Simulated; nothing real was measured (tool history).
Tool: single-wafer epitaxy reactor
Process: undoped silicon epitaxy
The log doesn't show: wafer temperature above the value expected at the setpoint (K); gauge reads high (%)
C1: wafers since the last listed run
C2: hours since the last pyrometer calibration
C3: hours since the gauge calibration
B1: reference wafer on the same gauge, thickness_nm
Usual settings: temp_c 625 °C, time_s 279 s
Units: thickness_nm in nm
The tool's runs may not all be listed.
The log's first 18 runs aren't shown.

{"run": 19, "hour": 214.5, "temp_c": 632, "time_s": 279, "C1": 66, "C2": 56.6, "C3": 13.1, "B1": 29.701, "thickness_nm": 35.167}
{"run": 20, "hour": 225.1, "temp_c": 615, "time_s": 237, "C1": 75, "C2": 67.2, "C3": 23.7, "B1": 29.687, "thickness_nm": 19.147}
{"run": 21, "hour": 240.0, "temp_c": 633, "time_s": 294, "C1": 106, "C2": 82.1, "C3": 38.6, "B1": 29.705, "thickness_nm": 37.961}
{"run": 22, "hour": 247.2, "temp_c": 618, "time_s": 335, "C1": 51, "C2": 89.3, "C3": 45.8, "B1": 29.723, "thickness_nm": 29.322}
{"run": 23, "hour": 258.1, "temp_c": 633, "time_s": 295, "C1": 78, "C2": 100.2, "C3": 56.7, "B1": 29.695, "thickness_nm": 38.16}
{"run": 24, "hour": 265.6, "temp_c": 613, "time_s": 300, "C1": 53, "C2": 107.7, "C3": 64.2, "B1": 29.7, "thickness_nm": 22.84}
{"run": 25, "hour": 275.6, "temp_c": 639, "time_s": 254, "C1": 71, "C2": 117.7, "C3": 74.2, "B1": 29.697, "thickness_nm": 38.171}
{"run": 26, "hour": 290.7, "temp_c": 615, "time_s": 299, "C1": 108, "C2": 132.8, "C3": 89.3, "B1": 29.678, "thickness_nm": 24.056}
{"run": 27, "hour": 298.3, "temp_c": 625, "time_s": 279, "C1": 54, "C2": 140.4, "C3": 96.9, "B1": 29.719, "thickness_nm": 29.31}
{"run": 28, "hour": 310.2, "temp_c": 618, "time_s": 335, "C1": 85, "C2": 152.3, "C3": 108.8, "B1": 29.675, "thickness_nm": 29.337}
{"run": 29, "hour": 319.0, "temp_c": 632, "time_s": 279, "C1": 63, "C2": 161.1, "C3": 117.6, "B1": 29.683, "thickness_nm": 35.234}
{"run": 30, "hour": 330.0, "temp_c": 625, "time_s": 279, "C1": 78, "C2": 172.1, "C3": 128.6, "B1": 29.709, "thickness_nm": 29.5}
{"run": 31, "hour": 345.5, "temp_c": 635, "time_s": 324, "C1": 111, "C2": 187.6, "C3": 144.1, "B1": 29.695, "thickness_nm": 44.209}
{"run": 32, "hour": 358.2, "temp_c": 625, "time_s": 327, "C1": 91, "C2": 200.3, "C3": 156.8, "B1": 29.716, "thickness_nm": 34.36}
{"run": 33, "hour": 373.0, "temp_c": 625, "time_s": 279, "C1": 106, "C2": 215.1, "C3": 171.6, "B1": 29.695, "thickness_nm": 29.43}
{"run": 34, "hour": 388.7, "temp_c": 629, "time_s": 300, "C1": 112, "C2": 230.8, "C3": 187.3, "B1": 29.687, "thickness_nm": 35.15}

Forecast each of these 4 alternatives for the next run:
{"run": "A", "hour": 389.2, "temp_c": 616, "time_s": 279, "C1": 3, "C2": 231.3, "C3": 187.8, "B1": "?", "thickness_nm": "?"}
{"run": "B", "hour": 389.2, "temp_c": 640, "time_s": 327, "C1": 3, "C2": 231.3, "C3": 187.8, "B1": "?", "thickness_nm": "?"}
{"run": "C", "hour": 389.2, "temp_c": 616, "time_s": 316, "C1": 3, "C2": 231.3, "C3": 187.8, "B1": "?", "thickness_nm": "?"}
{"run": "D", "hour": 389.2, "temp_c": 640, "time_s": 324, "C1": 3, "C2": 231.3, "C3": 187.8, "B1": "?", "thickness_nm": "?"}

run=A B1=29.687 thickness_nm=23.323
run=B B1=29.687 thickness_nm=51.041
run=C B1=29.687 thickness_nm=26.416
run=D B1=29.687 thickness_nm=50.573
Without the tool's hidden state the same runs would have given:
run=A thickness_nm=23.047
run=B thickness_nm=50.473
run=C thickness_nm=26.104
run=D thickness_nm=50.01
